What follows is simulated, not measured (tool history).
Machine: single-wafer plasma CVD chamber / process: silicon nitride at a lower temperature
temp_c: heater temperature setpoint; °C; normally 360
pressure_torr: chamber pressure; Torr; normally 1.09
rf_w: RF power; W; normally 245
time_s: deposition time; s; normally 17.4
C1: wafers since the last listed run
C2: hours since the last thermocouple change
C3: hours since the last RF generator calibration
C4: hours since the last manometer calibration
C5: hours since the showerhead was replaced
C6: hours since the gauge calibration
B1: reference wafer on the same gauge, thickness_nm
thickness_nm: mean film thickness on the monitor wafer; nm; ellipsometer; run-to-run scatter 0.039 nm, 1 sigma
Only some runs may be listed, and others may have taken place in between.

run 1 hour=0 | temp_c=360 pressure_torr=1.09 rf_w=245 time_s=15 | C1=0 C2=2136.3 C3=2515.4 C4=1907.2 C5=4644.8 C6=1628.2 | B1=16.898 | thickness_nm=13.028
run 2 hour=105.7 | temp_c=360 pressure_torr=1.09 rf_w=245 time_s=15 | C1=2066 C2=2242 C3=2621.1 C4=2012.9 C5=4750.5 C6=1733.9 | B1=16.902 | thickness_nm=12.918
run 3 hour=146.9 | temp_c=360 pressure_torr=1.09 rf_w=245 time_s=17.4 | C1=805 C2=2283.2 C3=2662.3 C4=2054.1 C5=4791.7 C6=1775.1 | B1=16.896 | thickness_nm=15.09
run 4 hour=177.3 | temp_c=360 pressure_torr=1.09 rf_w=245 time_s=17.4 | C1=594 C2=2313.6 C3=2692.7 C4=2084.5 C5=4822.1 C6=1805.5 | B1=16.9 | thickness_nm=15.032
-- hour=230.9 RF generator calibrated
run 5 hour=242.2 | temp_c=360 pressure_torr=0.88 rf_w=245 time_s=17.4 | C1=1112 C2=2378.5 C3=11.3 C4=2149.4 C5=4887 C6=1870.4 | B1=16.897 | thickness_nm=14.703
-- hour=284.6 thermocouple changed; heater temperature recalibrated
run 6 hour=290.1 | temp_c=372 pressure_torr=1.09 rf_w=260 time_s=15.3 | C1=779 C2=5.5 C3=59.2 C4=2197.3 C5=4934.9 C6=1918.3 | B1=16.908 | thickness_nm=14.319
-- hour=387.5 capacitance manometer re-zeroed and calibrated
run 7 hour=471.3 | temp_c=346 pressure_torr=1.09 rf_w=245 time_s=17.4 | C1=3385 C2=186.7 C3=240.4 C4=83.8 C5=5116.1 C6=2099.5 | B1=16.91 | thickness_nm=15.858
run 8 hour=526.2 | temp_c=360 pressure_torr=0.9 rf_w=245 time_s=17.4 | C1=1073 C2=241.6 C3=295.3 C4=138.7 C5=5171 C6=2154.4 | B1=16.901 | thickness_nm=14.99
run 9 hour=575 | temp_c=360 pressure_torr=1.09 rf_w=200 time_s=17.4 | C1=953 C2=290.4 C3=344.1 C4=187.5 C5=5219.8 C6=2203.2 | B1=16.888 | thickness_nm=12.921
run 10 hour=613.7 | temp_c=360 pressure_torr=0.88 rf_w=245 time_s=17.4 | C1=756 C2=329.1 C3=382.8 C4=226.2 C5=5258.5 C6=2241.9 | B1=16.896 | thickness_nm=14.849
run 11 hour=674.9 | temp_c=367 pressure_torr=1.09 rf_w=245 time_s=17.4 | C1=1196 C2=390.3 C3=444 C4=287.4 C5=5319.7 C6=2303.1 | B1=16.892 | thickness_nm=15.661
-- hour=680.5 gauge calibrated
run 12 hour=715.8 | temp_c=360 pressure_torr=1.09 rf_w=245 time_s=17.4 | C1=799 C2=431.2 C3=484.9 C4=328.3 C5=5360.6 C6=35.3 | B1=16.895 | thickness_nm=15.701
run 13 hour=752.9 | temp_c=372 pressure_torr=1.32 rf_w=205 time_s=18.4 | C1=725 C2=468.3 C3=522 C4=365.4 C5=5397.7 C6=72.4 | B1=16.909 | thickness_nm=14.61
run 14 hour=790.5 | temp_c=360 pressure_torr=1.09 rf_w=245 time_s=17.4 | C1=734 C2=505.9 C3=559.6 C4=403 C5=5435.3 C6=110 | B1=16.895 | thickness_nm=15.597
run 15 hour=840 | temp_c=360 pressure_torr=1.09 rf_w=245 time_s=14.5 | C1=967 C2=555.4 C3=609.1 C4=452.5 C5=5484.8 C6=159.5 | B1=16.897 | thickness_nm=13.056
-- hour=852.4 showerhead replaced
run 16 hour=873.5 | temp_c=369 pressure_torr=1.17 rf_w=230 time_s=20.4 | C1=498 C2=588.9 C3=642.6 C4=486 C5=21.1 C6=193 | B1=16.897 | thickness_nm=17.532
run 17 hour=916.8 | temp_c=360 pressure_torr=1.09 rf_w=205 time_s=17.4 | C1=846 C2=632.2 C3=685.9 C4=529.3 C5=64.4 C6=236.3 | B1=16.891 | thickness_nm=13.232
run 18 hour=982.4 | temp_c=360 pressure_torr=1.09 rf_w=265 time_s=17.4 | C1=1282 C2=697.8 C3=751.5 C4=594.9 C5=130 C6=301.9 | B1=16.899 | thickness_nm=16.706
run 19 hour=1006.7 | temp_c=360 pressure_torr=0.91 rf_w=200 time_s=17.4 | C1=474 C2=722.1 C3=775.8 C4=619.2 C5=154.3 C6=326.2 | B1=16.908 | thickness_nm=12.312
run 20 hour=1033.8 | temp_c=360 pressure_torr=1.09 rf_w=245 time_s=17.4 | C1=529 C2=749.2 C3=802.9 C4=646.3 C5=181.4 C6=353.3 | B1=16.905 | thickness_nm=15.675
run 21 hour=1073.4 | temp_c=360 pressure_torr=0.82 rf_w=245 time_s=20 | C1=774 C2=788.8 C3=842.5 C4=685.9 C5=221 C6=392.9 | B1=16.901 | thickness_nm=16.783
run 22 hour=1142.4 | temp_c=360 pressure_torr=1.26 rf_w=245 time_s=19.9 | C1=1348 C2=857.8 C3=911.5 C4=754.9 C5=290 C6=461.9 | B1=16.904 | thickness_nm=18.432
run 23 hour=1211.6 | temp_c=360 pressure_torr=1.19 rf_w=245 time_s=17.4 | C1=1352 C2=927 C3=980.7 C4=824.1 C5=359.2 C6=531.1 | B1=16.905 | thickness_nm=15.97
run 24 hour=1266.4 | temp_c=349 pressure_torr=1.22 rf_w=195 time_s=20.1 | C1=1071 C2=981.8 C3=1035.5 C4=878.9 C5=414 C6=585.9 | B1=16.906 | thickness_nm=14.932
run 25 hour=1332.9 | temp_c=360 pressure_torr=0.95 rf_w=245 time_s=17.4 | C1=1299 C2=1048.3 C3=1102 C4=945.4 C5=480.5 C6=652.4 | B1=16.899 | thickness_nm=15.098
run 26 hour=1363.4 | temp_c=368 pressure_torr=1.09 rf_w=260 time_s=17.4 | C1=596 C2=1078.8 C3=1132.5 C4=975.9 C5=511 C6=682.9 | B1=16.899 | thickness_nm=16.395
run 27 hour=1396.2 | temp_c=366 pressure_torr=1.09 rf_w=210 time_s=17.4 | C1=641 C2=1111.6 C3=1165.3 C4=1008.7 C5=543.8 C6=715.7 | B1=16.908 | thickness_nm=13.439
run 28 hour=1429.2 | temp_c=353 pressure_torr=1.32 rf_w=220 time_s=16.4 | C1=645 C2=1144.6 C3=1198.3 C4=1041.7 C5=576.8 C6=748.7 | B1=16.905 | thickness_nm=13.913

Selected run-to-run steps in thickness_nm, each split into two signed amounts: the part the tool would show with no hidden state at all (from settings, incoming material and random variation), and the remainder, which goes to the hidden state together with any gauge scatter not common to the measured and the hidden-state-free results:
Hidden state present: wafer temperature above the value expected at the setpoint (K); delivered RF power above the setpoint (%); true pressure above the setpoint (%); gauge reads high (%).
Run 4 -> 5: pressure_torr 1.09 -> 0.88, RF generator calibrated. thickness_nm -0.329 nm: hidden state +0.517, all else -0.846.
Run 6 -> 7: temp_c 372 -> 346, rf_w 260 -> 245, time_s 15.3 -> 17.4, capacitance manometer re-zeroed and calibrated. thickness_nm +1.539 nm: hidden state +0.16, all else +1.379.
Run 15 -> 16: temp_c 360 -> 369, pressure_torr 1.09 -> 1.17, rf_w 245 -> 230, time_s 14.5 -> 20.4, showerhead replaced. thickness_nm +4.476 nm: hidden state -0.024, all else +4.5.
Run 18 -> 19: pressure_torr 1.09 -> 0.91, rf_w 265 -> 200. thickness_nm -4.394 nm: hidden state +0.015, all else -4.409.
